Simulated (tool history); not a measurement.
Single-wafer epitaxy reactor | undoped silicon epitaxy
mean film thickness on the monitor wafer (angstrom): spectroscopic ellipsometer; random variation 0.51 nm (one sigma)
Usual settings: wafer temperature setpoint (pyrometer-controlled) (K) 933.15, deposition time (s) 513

run    hour  wafer temperature setpoint (pyrometer-controlled) (K)  deposition time (s)  read-back reference wafer on the same gauge, thickness_nm  mean film thickness on the monitor wafer (angstrom)
  1     0.0                                                 933.15                  513                                                     84.072                                               983.23
  2    44.9                                                 933.15                  513                                                     83.975                                               977.48
  3   221.9                                                 933.15                  513                                                     84.001                                               969.79
  4   268.8                                                 939.15                  513                                                     84.041                                              1079.75
  5   304.0                                                 939.15                  513                                                     84.071                                              1089.17
  6   356.8                                                 933.15                  513                                                     83.904                                               969.80
  7   403.9                                                 933.15                  513                                                     83.872                                               967.78
  8   465.8                                                 933.15                  513                                                     84.094                                               961.96
  9   497.2                                                 933.15                  513                                                     84.014                                               965.78
 10   540.7                                                 933.15                  513                                                     84.034                                               956.23
 11   586.3                                                 933.15                  561                                                     84.019                                              1051.72
 12   652.0                                                 933.15                  561                                                     84.109                                              1043.39
 13   810.0                                                 933.15                  513                                                     83.974                                               944.60
      836.6  -- pyrometer calibrated
 14   842.9                                                 933.15                  513                                                     83.967                                              1014.94
 15   890.9                                                 933.15                  513                                                     83.908                                              1009.37
 16   961.0                                                 933.15                  513                                                     84.033                                              1007.43
      969.6  -- gauge calibrated
 17  1027.2                                                 933.15                  513                                                     84.047                                              1000.89
 18  1065.5                                                 945.15                  434                                                     83.920                                              1054.41
 19  1092.0                                                 933.15                  513                                                     83.886                                              1001.20
 20  1146.6                                                 940.15                  473                                                     83.954                                              1046.26
 21  1211.1                                                 933.15                  487                                                     83.890                                               938.68
 22  1277.8                                                 933.15                  513                                                     84.069                                               986.31
 23  1334.2                                                 948.15                  425                                                     84.038                                              1087.60
 24  1379.3                                                 939.15                  556                                                     83.973                                              1185.78
 25  1446.0                                                 948.15                  425                                                     84.109                                              1075.39
 26  1471.1                                                 941.15                  457                                                     84.023                                              1011.33
 27  1502.8                                                 944.15                  564                                                     84.039                                              1325.91
 28  1572.0                                                 929.15                  584                                                     83.987                                              1023.11
 29  1596.9                                                 933.15                  513                                                     83.954                                               980.11
 30  1634.3                                                 945.15                  577                                                     84.051                                              1371.38
 31  1682.7                                                 933.15                  513                                                     83.930                                               958.95
 32  1739.9                                                 933.15                  607                                                     84.063                                              1147.79
 33  1791.9                                                 927.15                  544                                                     83.979                                               919.29
 34  1853.0                                                 940.15                  450                                                     84.111                                               966.05

Forecast each of these 3 alternatives for the next run:
  A  1853.5                                                 933.15                  513                                                          ?                                                    ?
  B  1853.5                                                 943.15                  451                                                          ?                                                    ?
  C  1853.5                                                 947.15                  416                                                          ?                                                    ?

run  read-back reference wafer on the same gauge, thickness_nm  mean film thickness on the monitor wafer (angstrom)
  A                                                     84.093                                               967.36
  B                                                     84.093                                              1025.51
  C                                                     84.093                                              1018.47
Without the tool's hidden state the same runs would have given:
run  mean film thickness on the monitor wafer (angstrom)
  A                                              1018.51
  B                                              1078.69
  C                                              1070.88
